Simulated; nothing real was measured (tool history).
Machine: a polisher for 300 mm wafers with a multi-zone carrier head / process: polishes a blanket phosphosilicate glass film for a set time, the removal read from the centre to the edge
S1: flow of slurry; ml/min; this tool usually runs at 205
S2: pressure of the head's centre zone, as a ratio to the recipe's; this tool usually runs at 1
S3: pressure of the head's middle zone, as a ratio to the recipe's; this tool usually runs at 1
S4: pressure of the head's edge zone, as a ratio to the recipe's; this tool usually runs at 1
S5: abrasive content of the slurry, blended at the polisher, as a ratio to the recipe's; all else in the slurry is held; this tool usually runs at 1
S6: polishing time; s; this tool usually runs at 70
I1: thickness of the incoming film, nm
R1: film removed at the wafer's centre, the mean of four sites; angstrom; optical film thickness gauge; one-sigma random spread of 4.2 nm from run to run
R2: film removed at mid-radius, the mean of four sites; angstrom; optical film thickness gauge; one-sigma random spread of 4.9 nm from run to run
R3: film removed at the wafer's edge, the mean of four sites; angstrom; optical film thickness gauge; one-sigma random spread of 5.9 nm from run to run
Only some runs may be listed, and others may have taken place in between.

Run 1, hour 0: usual settings but S1 160 ml/min; I1 3079.6. Result: R1 4262 angstrom, R2 4240 angstrom, R3 4511 angstrom.
At hour 32.4: worn pad replaced by a new one.
Run 2, hour 71.1: usual settings but S1 160 ml/min; I1 3087.7. Result: R1 4112 angstrom, R2 4181 angstrom, R3 4372 angstrom.
Run 3, hour 151.6: usual settings but S1 160 ml/min; I1 3045.4. Result: R1 3906 angstrom, R2 4065 angstrom, R3 4247 angstrom.
Run 4, hour 215.5: usual settings; I1 3059.8. Result: R1 4067 angstrom, R2 4300 angstrom, R3 4446 angstrom.
Run 5, hour 252.5: usual settings; I1 3106.4. Result: R1 4047 angstrom, R2 4168 angstrom, R3 4218 angstrom.
At hour 261.4: slurry nozzle cleaned.
At hour 262.9: worn pad replaced by a new one.
Run 6, hour 476.9: usual settings; I1 3117.1. Result: R1 4359 angstrom, R2 4540 angstrom, R3 4549 angstrom.
Run 7, hour 523: usual settings; I1 3077.7. Result: R1 4401 angstrom, R2 4422 angstrom, R3 4519 angstrom.
At hour 529: worn pad replaced by a new one, of another model than before.
At hour 548.1: carrier head's membrane replaced by a new one.
Run 8, hour 571.1: usual settings but S3 1.08; I1 3129.9. Result: R1 4480 angstrom, R2 4861 angstrom, R3 4589 angstrom.
Run 9, hour 611: usual settings; I1 3104.5. Result: R1 4416 angstrom, R2 4492 angstrom, R3 4579 angstrom.
At hour 622.5: slurry nozzle cleaned.
Run 10, hour 708.5: usual settings but S5 1.1; I1 3162.6. Result: R1 4726 angstrom, R2 4766 angstrom, R3 4799 angstrom.
Run 11, hour 771.7: usual settings; I1 3137.3. Result: R1 4523 angstrom, R2 4677 angstrom, R3 4702 angstrom.
At hour 789.7: worn pad replaced by a new one.
Run 12, hour 865.5: usual settings but S1 150 ml/min; I1 3160.3. Result: R1 4389 angstrom, R2 4427 angstrom, R3 4530 angstrom.
At hour 901.3: edge zone pressure recalibrated.
At hour 925.7: centre zone pressure recalibrated.
Run 13, hour 927.8: usual settings but S1 270 ml/min, S3 0.96, S4 1.06, S5 0.7; I1 3043. Result: R1 4126 angstrom, R2 4002 angstrom, R3 4378 angstrom.
At hour 1035: worn pad replaced by a new one.
At hour 1076.5: slurry nozzle cleaned.
Run 14, hour 1082.3: usual settings; I1 3099.7. Result: R1 4641 angstrom, R2 4717 angstrom, R3 4715 angstrom.
Run 15, hour 1174.4: usual settings but S2 0.93, S3 1.03; I1 3174.8. Result: R1 4240 angstrom, R2 4801 angstrom, R3 4634 angstrom.
Run 16, hour 1221.5: usual settings; I1 3109.8. Result: R1 4605 angstrom, R2 4586 angstrom, R3 4738 angstrom.
Run 17, hour 1261.7: usual settings but S6 60 s; I1 3118.6. Result: R1 3872 angstrom, R2 3952 angstrom, R3 3865 angstrom.
Run 18, hour 1312.1: usual settings but S3 1.08, S6 88 s; I1 3183.8. Result: R1 5584 angstrom, R2 6128 angstrom, R3 5829 angstrom.

5 ways to go on from here, each from the tool as it stands after run 18. What would each give?
Run A, hour 1312.5: usual settings but S6 78 s; I1 3119.9. Result: R1 ?, R2 ?, R3 ?.
Run B, hour 1312.5: usual settings but S5 0.75; I1 3119.9. Result: R1 ?, R2 ?, R3 ?.
Run C, hour 1312.5: usual settings but S1 255 ml/min, S2 1.05, S6 49 s; I1 3119.9. Result: R1 ?, R2 ?, R3 ?.
Run D, hour 1312.5: usual settings but S1 225 ml/min, S2 0.94, S4 1.07; I1 3119.9. Result: R1 ?, R2 ?, R3 ?.
Run E, hour 1312.5: usual settings but S4 1.04; I1 3119.9. Result: R1 ?, R2 ?, R3 ?.

run    R1    R2    R3
  A  5015  5062  5089
  B  4107  4145  4167
  C  3392  3250  3249
  D  4274  4587  4724
  E  4501  4543  4638
Without the tool's unlogged condition, the same runs would have read:
run    R1    R2    R3
  A  5173  5204  5193
  B  4236  4261  4253
  C  3484  3329  3307
  D  4401  4708  4816
  E  4642  4670  4733
